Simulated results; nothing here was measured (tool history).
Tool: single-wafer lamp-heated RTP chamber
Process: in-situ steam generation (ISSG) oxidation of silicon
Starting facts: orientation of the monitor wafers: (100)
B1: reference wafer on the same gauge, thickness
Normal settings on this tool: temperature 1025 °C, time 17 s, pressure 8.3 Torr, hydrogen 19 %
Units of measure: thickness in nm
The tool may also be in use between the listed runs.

{"run": 1, "day": 0.0, "temperature": 1025, "time": 17, "pressure": 8.3, "hydrogen": 19, "B1": 5.114, "thickness": 6.152}
{"run": 2, "day": 0.75, "temperature": 1025, "time": 17, "pressure": 8.3, "hydrogen": 12, "B1": 5.119, "thickness": 5.498}
{"run": 3, "day": 1.221, "temperature": 1025, "time": 17, "pressure": 8.9, "hydrogen": 19, "B1": 5.117, "thickness": 6.112}
{"run": 4, "day": 1.662, "temperature": 1025, "time": 17, "pressure": 8.9, "hydrogen": 19, "B1": 5.122, "thickness": 6.142}
{"run": 5, "day": 2.125, "temperature": 1025, "time": 17, "pressure": 8.3, "hydrogen": 19, "B1": 5.118, "thickness": 6.142}
{"run": 6, "day": 2.512, "temperature": 1025, "time": 17, "pressure": 8.3, "hydrogen": 19, "B1": 5.115, "thickness": 6.142}
{"run": 7, "day": 3.083, "temperature": 1025, "time": 17, "pressure": 8.3, "hydrogen": 19, "B1": 5.123, "thickness": 6.174}
{"run": 8, "day": 3.696, "temperature": 1025, "time": 17, "pressure": 7.5, "hydrogen": 19, "B1": 5.119, "thickness": 6.216}
{"run": 9, "day": 4.125, "temperature": 1025, "time": 17, "pressure": 7.5, "hydrogen": 19, "B1": 5.119, "thickness": 6.201}
{"run": 10, "day": 4.85, "temperature": 1025, "time": 17, "pressure": 8.3, "hydrogen": 19, "B1": 5.121, "thickness": 6.187}
{"day": 5.538, "done": "hydrogen flow controller replaced"}
{"run": 11, "day": 5.55, "temperature": 1025, "time": 17, "pressure": 8.3, "hydrogen": 19, "B1": 5.126, "thickness": 6.171}
{"run": 12, "day": 5.962, "temperature": 1025, "time": 17, "pressure": 8.3, "hydrogen": 19, "B1": 5.12, "thickness": 6.187}
{"day": 6.467, "done": "pressure gauge zeroed"}
{"run": 13, "day": 6.654, "temperature": 1025, "time": 17, "pressure": 7.2, "hydrogen": 19, "B1": 5.124, "thickness": 6.224}
{"run": 14, "day": 7.225, "temperature": 1036, "time": 13, "pressure": 7.1, "hydrogen": 11, "B1": 5.123, "thickness": 5.028}
{"run": 15, "day": 9.2, "temperature": 1020, "time": 17, "pressure": 8.3, "hydrogen": 11, "B1": 5.12, "thickness": 5.457}
{"run": 16, "day": 9.475, "temperature": 1025, "time": 17, "pressure": 8.9, "hydrogen": 19, "B1": 5.118, "thickness": 6.221}
{"day": 9.592, "done": "gauge calibrated"}
{"day": 10.196, "done": "pyrometer window cleaned and pyrometer calibrated"}
{"run": 17, "day": 10.217, "temperature": 1025, "time": 17, "pressure": 8.3, "hydrogen": 24, "B1": 5.117, "thickness": 6.876}
{"run": 18, "day": 10.304, "temperature": 1025, "time": 17, "pressure": 8.3, "hydrogen": 19, "B1": 5.118, "thickness": 6.45}
{"run": 19, "day": 10.6, "temperature": 1034, "time": 17, "pressure": 9.5, "hydrogen": 19, "B1": 5.123, "thickness": 6.702}
{"run": 20, "day": 11.167, "temperature": 1025, "time": 17, "pressure": 8.3, "hydrogen": 19, "B1": 5.12, "thickness": 6.405}
{"run": 21, "day": 11.475, "temperature": 1016, "time": 21, "pressure": 9.2, "hydrogen": 14, "B1": 5.119, "thickness": 6.414}

Expected results for the next run?
{"run": 22, "day": 12.2, "temperature": 1025, "time": 14, "pressure": 8.7, "hydrogen": 19, "B1": "?", "thickness": "?"}

{"run 22": {"B1": 5.119, "thickness": 5.846}}
Had the tool carried no hidden state, the very same run would have given thickness 5.520 nm.
